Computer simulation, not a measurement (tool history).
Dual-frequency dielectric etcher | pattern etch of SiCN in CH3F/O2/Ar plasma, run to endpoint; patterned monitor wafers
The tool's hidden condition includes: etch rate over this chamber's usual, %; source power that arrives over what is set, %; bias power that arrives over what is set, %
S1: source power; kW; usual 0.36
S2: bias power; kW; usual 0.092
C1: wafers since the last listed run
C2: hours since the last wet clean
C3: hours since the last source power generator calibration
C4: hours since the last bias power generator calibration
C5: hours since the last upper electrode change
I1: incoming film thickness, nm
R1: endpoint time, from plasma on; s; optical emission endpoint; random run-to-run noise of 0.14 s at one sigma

| run | day | S1 | S2 | C1 | C2 | C3 | C4 | C5 | I1 | R1 |
|---|---|---|---|---|---|---|---|---|---|---|
| 1 | 0 | 0.36 | 0.092 | 0 | 93.7 | 2890.6 | 2099.4 | 4996.3 | 7.43 | 17 |
| 2 | 1.358 | 0.38 | 0.087 | 338 | 126.3 | 2923.2 | 2132 | 5028.9 | 7.45 | 16.9 |
| 3 | 2.242 | 0.38 | 0.087 | 219 | 147.5 | 2944.4 | 2153.2 | 5050.1 | 7.4 | 16.8 |
| 4 | 2.808 | 0.36 | 0.092 | 141 | 161.1 | 2958 | 2166.8 | 5063.7 | 7.41 | 16.7 |
| 5 | 3.892 | 0.36 | 0.08 | 269 | 187.1 | 2984 | 2192.8 | 5089.7 | 7.39 | 17.6 |
| 6 | 4.55 | 0.36 | 0.086 | 163 | 202.9 | 2999.8 | 2208.6 | 5105.5 | 7.38 | 17 |
|  | 5.971 | upper electrode replaced |
| 7 | 5.992 | 0.36 | 0.098 | 109 | 237.5 | 3034.4 | 2243.2 | 0.5 | 7.41 | 16.4 |
| 8 | 6.442 | 0.36 | 0.098 | 112 | 248.3 | 3045.2 | 2254 | 11.3 | 7.45 | 16.5 |
| 9 | 7.479 | 0.36 | 0.092 | 258 | 273.2 | 3070.1 | 2278.9 | 36.2 | 7.39 | 16.5 |
| 10 | 8.271 | 0.36 | 0.092 | 197 | 292.2 | 3089.1 | 2297.9 | 55.2 | 7.3 | 16.5 |
| 11 | 9.088 | 0.36 | 0.092 | 203 | 311.8 | 3108.7 | 2317.5 | 74.8 | 7.46 | 16.7 |
|  | 9.95 | source power generator calibrated |
| 12 | 10.583 | 0.43 | 0.079 | 330 | 347.7 | 15.2 | 2353.4 | 110.7 | 7.33 | 15.9 |
|  | 11.233 | bias power generator calibrated |
| 13 | 11.396 | 0.33 | 0.103 | 160 | 367.2 | 34.7 | 3.9 | 130.2 | 7.43 | 16.7 |
| 14 | 12.125 | 0.42 | 0.11 | 181 | 384.7 | 52.2 | 21.4 | 147.7 | 7.42 | 14.4 |
| 15 | 13.004 | 0.29 | 0.103 | 218 | 405.8 | 73.3 | 42.5 | 168.8 | 7.45 | 17.6 |
|  | 14.067 | wet clean of the chamber |
| 16 | 14.088 | 0.44 | 0.092 | 20 | 0.5 | 99.3 | 68.5 | 194.8 | 7.37 | 16 |
| 17 | 14.921 | 0.33 | 0.111 | 207 | 20.5 | 119.3 | 88.5 | 214.8 | 7.32 | 16.4 |
| 18 | 15.783 | 0.34 | 0.113 | 214 | 41.2 | 140 | 109.2 | 235.5 | 7.38 | 16.5 |
| 19 | 17.025 | 0.36 | 0.092 | 309 | 71 | 169.8 | 139 | 265.3 | 7.4 | 16.9 |
| 20 | 17.933 | 0.36 | 0.092 | 226 | 92.8 | 191.6 | 160.8 | 287.1 | 7.38 | 17.1 |

Across each entry between runs, compare the hidden state at the last listed run before it with the hidden state at the first listed run after it:
Between runs 6 and 7: upper electrode replaced (day 5.971)
  etch rate over this chamber's usual, %: 2.98 -> 3.39
  the result without the hidden state subtracted from the measured one, R1: -0.5 -> -0.5 s
Between runs 11 and 12: source power generator calibrated (day 9.95)
  etch rate over this chamber's usual, %: 4.26 -> 4.68
  the result without the hidden state subtracted from the measured one, R1: -0.7 -> -0.7 s
Between runs 12 and 13: bias power generator calibrated (day 11.233)
  etch rate over this chamber's usual, %: 4.68 -> 4.91
  the result without the hidden state subtracted from the measured one, R1: -0.7 -> -0.8 s
Between runs 15 and 16: wet clean of the chamber (day 14.067)
  etch rate over this chamber's usual, %: 5.37 -> 0.187
  the result without the hidden state subtracted from the measured one, R1: -1 -> -0.1 s
